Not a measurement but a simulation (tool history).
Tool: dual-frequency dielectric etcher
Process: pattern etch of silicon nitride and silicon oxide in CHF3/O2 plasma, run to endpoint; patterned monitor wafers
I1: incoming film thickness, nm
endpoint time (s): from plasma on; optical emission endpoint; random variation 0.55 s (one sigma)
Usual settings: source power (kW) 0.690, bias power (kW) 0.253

Run 1, day 0.000: usual settings; I1 154.3. Result: endpoint time (s) 96.6.
Run 2, day 1.208: usual settings; I1 152.1. Result: endpoint time (s) 96.7.
Run 3, day 3.500: usual settings; I1 153.5. Result: endpoint time (s) 97.0.
Run 4, day 4.075: usual settings; I1 154.0. Result: endpoint time (s) 98.6.
Run 5, day 5.162: usual settings; I1 154.6. Result: endpoint time (s) 98.7.
Run 6, day 6.458: usual settings; I1 153.9. Result: endpoint time (s) 98.6.
At day 7.954: wet clean of the chamber.
At day 7.979: bias power generator calibrated.
Run 7, day 8.000: usual settings; I1 154.4. Result: endpoint time (s) 94.9.
Run 8, day 8.800: usual settings but bias power (kW) 0.225; I1 153.0. Result: endpoint time (s) 99.1.
Run 9, day 9.638: usual settings but bias power (kW) 0.225; I1 154.2. Result: endpoint time (s) 99.9.
Run 10, day 10.779: usual settings; I1 152.3. Result: endpoint time (s) 94.2.
Run 11, day 11.392: usual settings but source power (kW) 0.770, bias power (kW) 0.201; I1 155.5. Result: endpoint time (s) 101.1.
At day 12.696: source power generator calibrated.
Run 12, day 12.717: usual settings but source power (kW) 0.750, bias power (kW) 0.233; I1 155.3. Result: endpoint time (s) 96.1.
At day 13.942: upper electrode replaced.
Run 13, day 13.962: usual settings but source power (kW) 0.600, bias power (kW) 0.274; I1 154.0. Result: endpoint time (s) 102.7.
Run 14, day 14.829: usual settings but source power (kW) 0.620, bias power (kW) 0.316; I1 152.9. Result: endpoint time (s) 93.8.
Run 15, day 15.983: usual settings; I1 154.8. Result: endpoint time (s) 97.1.
Run 16, day 16.504: usual settings; I1 155.3. Result: endpoint time (s) 98.6.
Run 17, day 20.062: usual settings but bias power (kW) 0.217; I1 153.6. Result: endpoint time (s) 105.4.
Run 18, day 21.162: usual settings but source power (kW) 0.730, bias power (kW) 0.228; I1 154.0. Result: endpoint time (s) 100.6.

Forecast each of these 3 alternatives for the next run:
Run A, day 21.183: usual settings but bias power (kW) 0.223; I1 153.2. Result: endpoint time (s) ?.
Run B, day 21.183: usual settings but source power (kW) 0.630, bias power (kW) 0.222; I1 153.2. Result: endpoint time (s) ?.
Run C, day 21.183: usual settings but source power (kW) 0.590, bias power (kW) 0.301; I1 153.2. Result: endpoint time (s) ?.

run  endpoint time (s)
  A              104.0
  B              110.4
  C              101.1
Without the tool's hidden state the same runs would have given:
run  endpoint time (s)
  A               98.7
  B              104.8
  C               95.9
